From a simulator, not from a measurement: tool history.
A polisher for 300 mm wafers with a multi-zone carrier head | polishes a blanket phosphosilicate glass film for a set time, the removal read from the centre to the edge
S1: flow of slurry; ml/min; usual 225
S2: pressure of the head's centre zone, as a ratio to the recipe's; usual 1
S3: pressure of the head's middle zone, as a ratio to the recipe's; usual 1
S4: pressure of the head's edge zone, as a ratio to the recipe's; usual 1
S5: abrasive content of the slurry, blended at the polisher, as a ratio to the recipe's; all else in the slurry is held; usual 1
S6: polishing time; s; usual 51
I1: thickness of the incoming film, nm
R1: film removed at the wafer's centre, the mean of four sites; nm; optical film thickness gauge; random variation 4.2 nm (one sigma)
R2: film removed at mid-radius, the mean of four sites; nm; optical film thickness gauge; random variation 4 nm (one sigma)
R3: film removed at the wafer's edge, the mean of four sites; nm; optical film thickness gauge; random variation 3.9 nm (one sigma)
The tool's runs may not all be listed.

run   hour   S1    S2    S3    S4    S5  S6      I1     R1     R2     R3
  1      0  225     1     1     1     1  51  2656.5  343.6  336.6    348
  2      9  225     1     1     1     1  51  2620.5  346.3  328.2  342.7
  3   18.7  225     1     1     1     1  43  2597.8  284.9  272.9  284.9
  4   34.7  225     1     1     1     1  51  2649.3  326.5  319.2  343.7
  5   47.2  245     1     1     1     1  43  2627.7  279.7  273.9  283.7
      89.6  -- worn pad replaced by a new one
  6   90.3  225     1     1     1     1  51  2624.7  335.3  329.1  342.8
     103.7  -- carrier head's membrane replaced by a new one
  7  104.2  225     1     1  1.07     1  62    2613  412.6  389.6    425
  8  112.8  225     1     1     1  1.25  51  2636.1  360.6  357.4  376.2
  9  130.7  225  1.04  0.93  0.94  0.85  51  2650.2  311.6  274.1    301
 10    146  160     1     1  0.92     1  51  2666.5  298.4  288.3  304.4
 11  156.3  225     1     1     1     1  41    2624    255  251.5  261.2
 12  163.7  225     1     1     1     1  33  2580.1  203.2  199.2  207.2
 13  175.2  175     1     1     1     1  51  2602.4  290.1    285  306.4
     189.2  -- worn pad replaced by a new one
 14  189.7  150     1   1.1  1.04   1.1  51  2595.8  301.1  326.2  328.9
 15  201.4  300  0.94   0.9  1.04     1  51  2595.4  317.7  305.5    346
 16  211.5  225     1     1     1     1  51  2653.1    319  317.2  330.4

Forecast run 17:
 17  217.6  285   1   1   1   1  40  2647   ?   ?   ?

{"run 17": {"R1": 257.4, "R2": 253.7, "R3": 266.5}}
Without the tool's hidden state the same run would have given R1 278.9 nm, R2 273.3 nm, R3 283.3 nm.
